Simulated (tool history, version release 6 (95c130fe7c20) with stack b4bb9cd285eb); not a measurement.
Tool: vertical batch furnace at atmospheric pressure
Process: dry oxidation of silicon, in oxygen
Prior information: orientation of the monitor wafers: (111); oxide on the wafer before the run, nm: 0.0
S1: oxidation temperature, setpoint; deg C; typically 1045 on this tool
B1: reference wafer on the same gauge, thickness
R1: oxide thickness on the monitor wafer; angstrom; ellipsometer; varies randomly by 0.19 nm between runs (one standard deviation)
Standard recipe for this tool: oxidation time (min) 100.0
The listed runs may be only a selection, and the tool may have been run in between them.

Run 1, day 0.000: usual settings; B1 134.92. Result: R1 1242.8 angstrom.
Run 2, day 0.467: usual settings; B1 135.02. Result: R1 1245.8 angstrom.
Run 3, day 0.875: usual settings; B1 135.03. Result: R1 1242.5 angstrom.
Run 4, day 1.571: usual settings; B1 134.98. Result: R1 1243.2 angstrom.
Run 5, day 2.471: usual settings; B1 135.01. Result: R1 1240.4 angstrom.
Run 6, day 5.183: usual settings; B1 134.94. Result: R1 1239.0 angstrom.
Run 7, day 5.817: usual settings; B1 134.97. Result: R1 1241.9 angstrom.
Run 8, day 6.362: usual settings; B1 135.02. Result: R1 1241.6 angstrom.
Run 9, day 7.088: usual settings; B1 134.97. Result: R1 1237.4 angstrom.
Run 10, day 7.521: usual settings; B1 135.03. Result: R1 1235.6 angstrom.
Run 11, day 7.854: usual settings; B1 134.95. Result: R1 1239.0 angstrom.
At day 8.258: gauge calibrated.
Run 12, day 8.733: usual settings but oxidation time (min) 65.0; B1 134.98. Result: R1 945.0 angstrom.
Run 13, day 9.308: usual settings but oxidation time (min) 65.0; B1 135.07. Result: R1 943.9 angstrom.
At day 11.025: boat lift adjusted.
Run 14, day 11.046: usual settings but oxidation time (min) 65.0; B1 135.02. Result: R1 967.9 angstrom.
Run 15, day 11.267: usual settings; B1 135.07. Result: R1 1267.1 angstrom.
Run 16, day 11.492: usual settings; B1 134.96. Result: R1 1266.1 angstrom.
Run 17, day 12.129: usual settings but oxidation time (min) 132.5; B1 134.99. Result: R1 1508.9 angstrom.
Run 18, day 13.062: usual settings; B1 135.04. Result: R1 1263.6 angstrom.
Run 19, day 13.508: usual settings but S1 1022 deg C, oxidation time (min) 67.0; B1 135.01. Result: R1 855.6 angstrom.
Run 20, day 14.412: usual settings; B1 134.94. Result: R1 1264.4 angstrom.
At day 15.654: thermocouples replaced and temperature profile calibrated.
Run 21, day 15.675: usual settings but S1 1064 deg C, oxidation time (min) 64.5; B1 135.04. Result: R1 1077.3 angstrom.
Run 22, day 15.896: usual settings; B1 135.11. Result: R1 1267.1 angstrom.
Run 23, day 16.792: usual settings but S1 1053 deg C, oxidation time (min) 143.5; B1 134.95. Result: R1 1646.8 angstrom.

Forecast run 24:
Run 24, day 17.362: usual settings but S1 1034 deg C, oxidation time (min) 145.0; B1 ?. Result: R1 ?.

{"run 24": {"B1": 135.04, "R1": 1492.8}}
Minus the tool's unlogged condition, the same run would have read R1 1495.9 angstrom.
